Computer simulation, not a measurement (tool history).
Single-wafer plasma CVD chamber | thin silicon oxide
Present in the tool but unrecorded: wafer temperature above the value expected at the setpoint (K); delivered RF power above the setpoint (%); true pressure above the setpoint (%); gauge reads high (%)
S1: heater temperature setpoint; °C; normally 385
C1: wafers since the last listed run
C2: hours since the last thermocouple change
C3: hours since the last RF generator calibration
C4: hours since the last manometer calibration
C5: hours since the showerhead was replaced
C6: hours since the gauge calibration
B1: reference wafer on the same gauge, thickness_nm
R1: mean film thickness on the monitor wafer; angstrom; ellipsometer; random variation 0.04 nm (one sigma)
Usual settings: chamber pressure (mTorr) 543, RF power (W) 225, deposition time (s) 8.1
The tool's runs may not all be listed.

Run 1, hour 0: usual settings; C1 0; C2 2427.7; C3 868.1; C4 1568.9; C5 6136.6; C6 266; B1 7.933. Result: R1 81.32 angstrom.
Run 2, hour 15.4: usual settings; C1 880; C2 2443.1; C3 883.5; C4 1584.3; C5 6152; C6 281.4; B1 7.938. Result: R1 82.04 angstrom.
Run 3, hour 28: usual settings; C1 720; C2 2455.7; C3 896.1; C4 1596.9; C5 6164.6; C6 294; B1 7.942. Result: R1 81.66 angstrom.
Run 4, hour 42.4: usual settings; C1 823; C2 2470.1; C3 910.5; C4 1611.3; C5 6179; C6 308.4; B1 7.916. Result: R1 81.45 angstrom.
Run 5, hour 52.1: usual settings; C1 554; C2 2479.8; C3 920.2; C4 1621; C5 6188.7; C6 318.1; B1 7.921. Result: R1 81.08 angstrom.
Run 6, hour 80.8: usual settings; C1 1641; C2 2508.5; C3 948.9; C4 1649.7; C5 6217.4; C6 346.8; B1 7.926. Result: R1 81.54 angstrom.
At hour 105.7: showerhead replaced.
Run 7, hour 106.2: usual settings; C1 995; C2 2533.9; C3 974.3; C4 1675.1; C5 0.5; C6 372.2; B1 7.928. Result: R1 81.16 angstrom.
Run 8, hour 115.8: usual settings; C1 549; C2 2543.5; C3 983.9; C4 1684.7; C5 10.1; C6 381.8; B1 7.916. Result: R1 80.87 angstrom.
Run 9, hour 125.2: usual settings; C1 537; C2 2552.9; C3 993.3; C4 1694.1; C5 19.5; C6 391.2; B1 7.942. Result: R1 81.21 angstrom.
Run 10, hour 136.6: usual settings but chamber pressure (mTorr) 660, RF power (W) 195, deposition time (s) 6.96; C1 651; C2 2564.3; C3 1004.7; C4 1705.5; C5 30.9; C6 402.6; B1 7.934. Result: R1 79.02 angstrom.
Run 11, hour 144.8: usual settings; C1 468; C2 2572.5; C3 1012.9; C4 1713.7; C5 39.1; C6 410.8; B1 7.923. Result: R1 80.47 angstrom.
At hour 160.8: RF generator calibrated.
Run 12, hour 161.9: usual settings but S1 378 °C, chamber pressure (mTorr) 649, RF power (W) 235, deposition time (s) 7.26; C1 520; C2 2589.6; C3 1.1; C4 1730.8; C5 56.2; C6 427.9; B1 7.928. Result: R1 93.07 angstrom.
Run 13, hour 175.4: usual settings but deposition time (s) 7.68; C1 772; C2 2603.1; C3 14.6; C4 1744.3; C5 69.7; C6 441.4; B1 7.938. Result: R1 79.28 angstrom.
At hour 184.8: gauge calibrated.
At hour 189.2: thermocouple changed; heater temperature recalibrated.
Run 14, hour 189.7: usual settings but RF power (W) 245; C1 360; C2 0.5; C3 28.9; C4 1758.6; C5 84; C6 4.9; B1 7.921. Result: R1 87.15 angstrom.
Run 15, hour 204.5: usual settings but S1 373 °C; C1 846; C2 15.3; C3 43.7; C4 1773.4; C5 98.8; C6 19.7; B1 7.937. Result: R1 84.89 angstrom.
At hour 217.9: capacitance manometer re-zeroed and calibrated.
Run 16, hour 218.4: usual settings but S1 400 °C, RF power (W) 185, deposition time (s) 6.89; C1 337; C2 29.2; C3 57.6; C4 0.5; C5 112.7; C6 33.6; B1 7.934. Result: R1 68.96 angstrom.
Run 17, hour 226.9: usual settings but chamber pressure (mTorr) 414; C1 486; C2 37.7; C3 66.1; C4 9; C5 121.2; C6 42.1; B1 7.921. Result: R1 68.37 angstrom.
Run 18, hour 237.7: usual settings; C1 617; C2 48.5; C3 76.9; C4 19.8; C5 132; C6 52.9; B1 7.93. Result: R1 90.5 angstrom.
Run 19, hour 251.8: usual settings; C1 806; C2 62.6; C3 91; C4 33.9; C5 146.1; C6 67; B1 7.931. Result: R1 89.77 angstrom.
Run 20, hour 265: usual settings but S1 395 °C, chamber pressure (mTorr) 487, RF power (W) 240, deposition time (s) 6.8; C1 754; C2 75.8; C3 104.2; C4 47.1; C5 159.3; C6 80.2; B1 7.934. Result: R1 69.13 angstrom.
Run 21, hour 281: usual settings but S1 400 °C, chamber pressure (mTorr) 478, RF power (W) 210, deposition time (s) 9.45; C1 915; C2 91.8; C3 120.2; C4 63.1; C5 175.3; C6 96.2; B1 7.919. Result: R1 89.22 angstrom.
Run 22, hour 296.8: usual settings but deposition time (s) 9.54; C1 903; C2 107.6; C3 136; C4 78.9; C5 191.1; C6 112; B1 7.916. Result: R1 105.5 angstrom.
Run 23, hour 310.1: usual settings; C1 760; C2 120.9; C3 149.3; C4 92.2; C5 204.4; C6 125.3; B1 7.943. Result: R1 88.93 angstrom.
Run 24, hour 324.8: usual settings; C1 840; C2 135.6; C3 164; C4 106.9; C5 219.1; C6 140; B1 7.919. Result: R1 89.28 angstrom.
Run 25, hour 331: usual settings but chamber pressure (mTorr) 479, deposition time (s) 6.89; C1 354; C2 141.8; C3 170.2; C4 113.1; C5 225.3; C6 146.2; B1 7.924. Result: R1 67.59 angstrom.
Run 26, hour 347.5: usual settings but S1 400 °C, chamber pressure (mTorr) 661, RF power (W) 205, deposition time (s) 9.5; C1 943; C2 158.3; C3 186.7; C4 129.6; C5 241.8; C6 162.7; B1 7.935. Result: R1 120.59 angstrom.
Run 27, hour 364.8: usual settings but RF power (W) 265, deposition time (s) 8.79; C1 989; C2 175.6; C3 204; C4 146.9; C5 259.1; C6 180; B1 7.93. Result: R1 104.46 angstrom.
Run 28, hour 375.5: usual settings but chamber pressure (mTorr) 605, deposition time (s) 7.23; C1 611; C2 186.3; C3 214.7; C4 157.6; C5 269.8; C6 190.7; B1 7.924. Result: R1 88.28 angstrom.
Run 29, hour 383.2: usual settings but chamber pressure (mTorr) 601, RF power (W) 240; C1 440; C2 194; C3 222.4; C4 165.3; C5 277.5; C6 198.4; B1 7.926. Result: R1 100.67 angstrom.
Run 30, hour 399.3: usual settings but S1 371 °C; C1 920; C2 210.1; C3 238.5; C4 181.4; C5 293.6; C6 214.5; B1 7.933. Result: R1 89.1 angstrom.

3 ways to go on from here, each from the tool as it stands after run 30. What would each give?
Run A, hour 399.7: usual settings; C1 22; C2 210.5; C3 238.9; C4 181.8; C5 294; C6 214.9; B1 ?. Result: R1 ?.
Run B, hour 399.7: usual settings but S1 400 °C; C1 22; C2 210.5; C3 238.9; C4 181.8; C5 294; C6 214.9; B1 ?. Result: R1 ?.
Run C, hour 399.7: usual settings but chamber pressure (mTorr) 591; C1 22; C2 210.5; C3 238.9; C4 181.8; C5 294; C6 214.9; B1 ?. Result: R1 ?.

run     B1     R1
  A  7.936  88.36
  B  7.936  87.59
  C  7.936   96.2
The same runs, with their run-to-run variation unchanged, on a tool lacking any hidden condition would have given:
run     R1
  A  90.48
  B   89.7
  C  98.46

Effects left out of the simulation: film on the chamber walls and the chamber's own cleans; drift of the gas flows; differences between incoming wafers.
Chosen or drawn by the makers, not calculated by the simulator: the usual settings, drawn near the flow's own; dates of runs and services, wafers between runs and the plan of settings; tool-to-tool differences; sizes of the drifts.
